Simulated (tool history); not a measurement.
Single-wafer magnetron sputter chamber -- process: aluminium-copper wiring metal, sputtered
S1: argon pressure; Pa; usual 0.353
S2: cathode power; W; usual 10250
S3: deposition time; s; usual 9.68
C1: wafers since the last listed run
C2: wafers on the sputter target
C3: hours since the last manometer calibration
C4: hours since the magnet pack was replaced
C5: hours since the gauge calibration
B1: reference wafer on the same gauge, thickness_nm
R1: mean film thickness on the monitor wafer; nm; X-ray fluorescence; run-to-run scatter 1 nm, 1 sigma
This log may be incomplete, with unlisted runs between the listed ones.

{"run": 1, "day": 0.0, "S1": 0.353, "S2": 8850, "S3": 9.68, "C1": 0, "C2": 3609, "C3": 352.3, "C4": 7176.5, "C5": 333.2, "B1": 202.191, "R1": 151.586}
{"run": 2, "day": 1.179, "S1": 0.353, "S2": 10250, "S3": 10.41, "C1": 753, "C2": 4363, "C3": 380.6, "C4": 7204.8, "C5": 361.5, "B1": 202.327, "R1": 189.792}
{"run": 3, "day": 3.196, "S1": 0.353, "S2": 10250, "S3": 9.68, "C1": 1288, "C2": 5652, "C3": 429.0, "C4": 7253.2, "C5": 409.9, "B1": 202.183, "R1": 177.946}
{"run": 4, "day": 6.017, "S1": 0.353, "S2": 10250, "S3": 8.31, "C1": 1802, "C2": 7455, "C3": 496.7, "C4": 7320.9, "C5": 477.6, "B1": 202.084, "R1": 152.646}
{"day": 8.058, "done": "sputter target and shields replaced"}
{"run": 5, "day": 8.879, "S1": 0.353, "S2": 10250, "S3": 8.31, "C1": 1616, "C2": 524, "C3": 565.4, "C4": 7389.6, "C5": 546.3, "B1": 202.004, "R1": 151.134}
{"run": 6, "day": 10.321, "S1": 0.24, "S2": 10250, "S3": 9.68, "C1": 921, "C2": 1446, "C3": 600.0, "C4": 7424.2, "C5": 580.9, "B1": 202.161, "R1": 184.548}
{"run": 7, "day": 12.225, "S1": 0.353, "S2": 10250, "S3": 8.75, "C1": 1216, "C2": 2663, "C3": 645.7, "C4": 7469.9, "C5": 626.6, "B1": 202.264, "R1": 159.637}
{"run": 8, "day": 13.708, "S1": 0.353, "S2": 10250, "S3": 8.75, "C1": 947, "C2": 3611, "C3": 681.3, "C4": 7505.5, "C5": 662.2, "B1": 202.03, "R1": 158.907}
{"run": 9, "day": 15.317, "S1": 0.353, "S2": 10250, "S3": 8.75, "C1": 1027, "C2": 4639, "C3": 719.9, "C4": 7544.1, "C5": 700.8, "B1": 201.926, "R1": 159.356}
{"run": 10, "day": 16.388, "S1": 0.353, "S2": 10250, "S3": 9.13, "C1": 684, "C2": 5323, "C3": 745.6, "C4": 7569.8, "C5": 726.5, "B1": 202.029, "R1": 166.266}
{"run": 11, "day": 19.388, "S1": 0.353, "S2": 10250, "S3": 9.13, "C1": 1917, "C2": 7240, "C3": 817.6, "C4": 7641.8, "C5": 798.5, "B1": 202.314, "R1": 167.134}
{"run": 12, "day": 20.733, "S1": 0.259, "S2": 10250, "S3": 8.35, "C1": 860, "C2": 8100, "C3": 849.9, "C4": 7674.1, "C5": 830.8, "B1": 202.213, "R1": 158.123}
{"day": 22.796, "done": "sputter target and shields replaced"}
{"run": 13, "day": 23.571, "S1": 0.353, "S2": 10250, "S3": 9.68, "C1": 1600, "C2": 495, "C3": 918.0, "C4": 7742.2, "C5": 898.9, "B1": 202.093, "R1": 176.376}
{"day": 27.108, "done": "magnet pack replaced"}
{"day": 28.35, "done": "gauge calibrated"}
{"run": 14, "day": 28.538, "S1": 0.353, "S2": 10250, "S3": 9.68, "C1": 2961, "C2": 3456, "C3": 1037.2, "C4": 34.3, "C5": 4.5, "B1": 201.749, "R1": 177.188}
{"run": 15, "day": 30.054, "S1": 0.381, "S2": 10250, "S3": 9.68, "C1": 969, "C2": 4425, "C3": 1073.6, "C4": 70.7, "C5": 40.9, "B1": 201.703, "R1": 175.31}
{"run": 16, "day": 31.204, "S1": 0.381, "S2": 10250, "S3": 9.68, "C1": 734, "C2": 5160, "C3": 1101.2, "C4": 98.3, "C5": 68.5, "B1": 201.636, "R1": 173.189}
{"run": 17, "day": 33.638, "S1": 0.381, "S2": 10250, "S3": 9.68, "C1": 1555, "C2": 6716, "C3": 1159.6, "C4": 156.7, "C5": 126.9, "B1": 201.847, "R1": 174.261}
{"day": 34.042, "done": "sputter target and shields replaced"}
{"run": 18, "day": 35.033, "S1": 0.353, "S2": 10250, "S3": 9.68, "C1": 679, "C2": 633, "C3": 1193.1, "C4": 190.2, "C5": 160.4, "B1": 202.073, "R1": 177.691}
{"run": 19, "day": 36.062, "S1": 0.463, "S2": 10250, "S3": 10.92, "C1": 657, "C2": 1291, "C3": 1217.8, "C4": 214.9, "C5": 185.1, "B1": 201.495, "R1": 190.016}
{"run": 20, "day": 37.179, "S1": 0.469, "S2": 9050, "S3": 8.64, "C1": 713, "C2": 2004, "C3": 1244.6, "C4": 241.7, "C5": 211.9, "B1": 202.442, "R1": 131.192}
{"day": 38.375, "done": "capacitance manometer re-zeroed and calibrated"}
{"run": 21, "day": 39.096, "S1": 0.353, "S2": 10250, "S3": 9.68, "C1": 1011, "C2": 3016, "C3": 17.3, "C4": 287.7, "C5": 257.9, "B1": 201.803, "R1": 177.025}
{"run": 22, "day": 41.617, "S1": 0.353, "S2": 10250, "S3": 9.68, "C1": 1611, "C2": 4627, "C3": 77.8, "C4": 348.2, "C5": 318.4, "B1": 202.003, "R1": 176.061}
{"run": 23, "day": 43.938, "S1": 0.312, "S2": 10250, "S3": 9.68, "C1": 1483, "C2": 6110, "C3": 133.5, "C4": 403.9, "C5": 374.1, "B1": 201.955, "R1": 178.297}
{"run": 24, "day": 44.983, "S1": 0.389, "S2": 10250, "S3": 9.68, "C1": 668, "C2": 6779, "C3": 158.6, "C4": 429.0, "C5": 399.2, "B1": 201.966, "R1": 174.833}
{"run": 25, "day": 46.042, "S1": 0.391, "S2": 8400, "S3": 11.57, "C1": 676, "C2": 7455, "C3": 184.0, "C4": 454.4, "C5": 424.6, "B1": 201.822, "R1": 170.526}
{"day": 46.571, "done": "sputter target and shields replaced"}
{"run": 26, "day": 48.029, "S1": 0.353, "S2": 10250, "S3": 9.68, "C1": 1057, "C2": 932, "C3": 231.7, "C4": 502.1, "C5": 472.3, "B1": 202.216, "R1": 178.451}
{"run": 27, "day": 49.454, "S1": 0.353, "S2": 10250, "S3": 8.18, "C1": 910, "C2": 1843, "C3": 265.9, "C4": 536.3, "C5": 506.5, "B1": 202.216, "R1": 149.656}
{"run": 28, "day": 52.367, "S1": 0.394, "S2": 11800, "S3": 8.29, "C1": 1861, "C2": 3704, "C3": 335.8, "C4": 606.2, "C5": 576.4, "B1": 201.712, "R1": 172.002}
{"run": 29, "day": 53.462, "S1": 0.353, "S2": 9100, "S3": 8.79, "C1": 700, "C2": 4404, "C3": 362.1, "C4": 632.5, "C5": 602.7, "B1": 201.813, "R1": 142.429}
{"run": 30, "day": 55.267, "S1": 0.381, "S2": 10250, "S3": 9.68, "C1": 1153, "C2": 5557, "C3": 405.4, "C4": 675.8, "C5": 646.0, "B1": 201.672, "R1": 174.661}
{"run": 31, "day": 57.746, "S1": 0.243, "S2": 11550, "S3": 8.23, "C1": 1584, "C2": 7142, "C3": 464.9, "C4": 735.3, "C5": 705.5, "B1": 201.968, "R1": 176.991}
{"day": 58.792, "done": "sputter target and shields replaced"}
{"run": 32, "day": 59.625, "S1": 0.353, "S2": 8700, "S3": 10.93, "C1": 987, "C2": 531, "C3": 510.0, "C4": 780.4, "C5": 750.6, "B1": 201.863, "R1": 168.634}
{"run": 33, "day": 62.275, "S1": 0.316, "S2": 10250, "S3": 9.68, "C1": 1693, "C2": 2225, "C3": 573.6, "C4": 844.0, "C5": 814.2, "B1": 201.963, "R1": 180.281}
{"run": 34, "day": 63.375, "S1": 0.353, "S2": 10250, "S3": 9.68, "C1": 702, "C2": 2928, "C3": 600.0, "C4": 870.4, "C5": 840.6, "B1": 201.765, "R1": 176.822}
{"run": 35, "day": 65.438, "S1": 0.353, "S2": 10250, "S3": 9.68, "C1": 1318, "C2": 4246, "C3": 649.5, "C4": 919.9, "C5": 890.1, "B1": 202.219, "R1": 176.195}

State the hidden condition of the tool at each of the runs:
deposition rate above that of a new target (%): 0 in every run
true argon pressure above the setpoint (%): 0 in every run
gauge reads high (%): 0 in every run
